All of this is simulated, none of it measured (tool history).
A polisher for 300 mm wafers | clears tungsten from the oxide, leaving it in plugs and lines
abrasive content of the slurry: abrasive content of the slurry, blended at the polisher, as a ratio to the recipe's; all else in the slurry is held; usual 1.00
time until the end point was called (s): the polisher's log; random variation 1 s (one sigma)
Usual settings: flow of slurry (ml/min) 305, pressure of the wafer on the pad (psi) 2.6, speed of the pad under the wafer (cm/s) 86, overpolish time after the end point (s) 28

| run | hour | flow of slurry (ml/min) | pressure of the wafer on the pad (psi) | speed of the pad under the wafer (cm/s) | abrasive content of the slurry | overpolish time after the end point (s) | incoming thickness of the incoming film, nm | time until the end point was called (s) |
|---|---|---|---|---|---|---|---|---|
| 1 | 0.0 | 305 | 2.6 | 86 | 1.00 | 28 | 263.0 | 128.8 |
|  | 52.8 | slurry blender recalibrated |
|  | 65.7 | slurry nozzle cleaned |
| 2 | 104.3 | 305 | 2.6 | 86 | 1.00 | 28 | 255.9 | 130.5 |
|  | 114.3 | slurry tank refilled with fresh slurry and peroxide |
| 3 | 153.7 | 305 | 2.6 | 86 | 1.00 | 18 | 263.1 | 127.2 |
|  | 224.6 | worn pad replaced by a new one |
| 4 | 253.5 | 305 | 2.6 | 86 | 1.00 | 18 | 260.7 | 129.7 |
| 5 | 291.9 | 305 | 2.6 | 86 | 1.00 | 28 | 263.4 | 134.5 |
|  | 333.3 | slurry nozzle cleaned |
| 6 | 386.2 | 305 | 2.6 | 86 | 1.00 | 28 | 259.6 | 136.6 |
|  | 387.6 | slurry tank refilled with fresh slurry and peroxide |
| 7 | 445.0 | 305 | 2.6 | 86 | 1.00 | 28 | 259.0 | 124.3 |
|  | 452.9 | slurry blender recalibrated |
|  | 513.5 | worn pad replaced by a new one |
| 8 | 552.8 | 305 | 3.4 | 86 | 0.90 | 28 | 259.3 | 109.7 |
| 9 | 590.4 | 305 | 2.6 | 98 | 1.00 | 28 | 258.2 | 115.9 |
|  | 626.4 | slurry nozzle cleaned |
|  | 667.1 | slurry tank refilled with fresh slurry and peroxide |
| 10 | 683.8 | 305 | 2.6 | 86 | 1.00 | 28 | 262.4 | 122.7 |
|  | 735.9 | worn pad replaced by a new one |
| 11 | 768.9 | 305 | 2.6 | 86 | 1.00 | 36 | 258.2 | 128.2 |
|  | 787.4 | head pressure recalibrated |
|  | 870.2 | slurry nozzle cleaned |
|  | 882.7 | slurry blender recalibrated |
|  | 908.7 | slurry tank refilled with fresh slurry and peroxide |
| 12 | 1003.6 | 305 | 2.6 | 86 | 1.00 | 28 | 258.5 | 129.8 |
|  | 1011.5 | worn pad replaced by a new one |
| 13 | 1067.2 | 245 | 2.6 | 86 | 1.10 | 28 | 261.1 | 130.1 |
| 14 | 1121.4 | 385 | 2.6 | 86 | 1.25 | 14 | 259.6 | 126.3 |
|  | 1158.6 | slurry nozzle cleaned |
|  | 1167.8 | slurry tank refilled with fresh slurry and peroxide |
|  | 1238.7 | worn pad replaced by a new one |
| 15 | 1289.6 | 400 | 2.6 | 62 | 0.75 | 28 | 259.9 | 184.0 |

Forecast each of these 3 alternatives for the next run:
| A | 1290.1 | 305 | 2.6 | 58 | 1.00 | 28 | 260.1 | ? |
| B | 1290.1 | 375 | 2.6 | 96 | 1.00 | 28 | 260.1 | ? |
| C | 1290.1 | 405 | 2.6 | 86 | 1.00 | 13 | 260.1 | ? |

| run | time until the end point was called (s) |
|---|---|
| A | 187.7 |
| B | 111.9 |
| C | 124.3 |
Without the tool's hidden state the same runs would have given:
| run | time until the end point was called (s) |
|---|---|
| A | 178.9 |
| B | 106.6 |
| C | 118.5 |
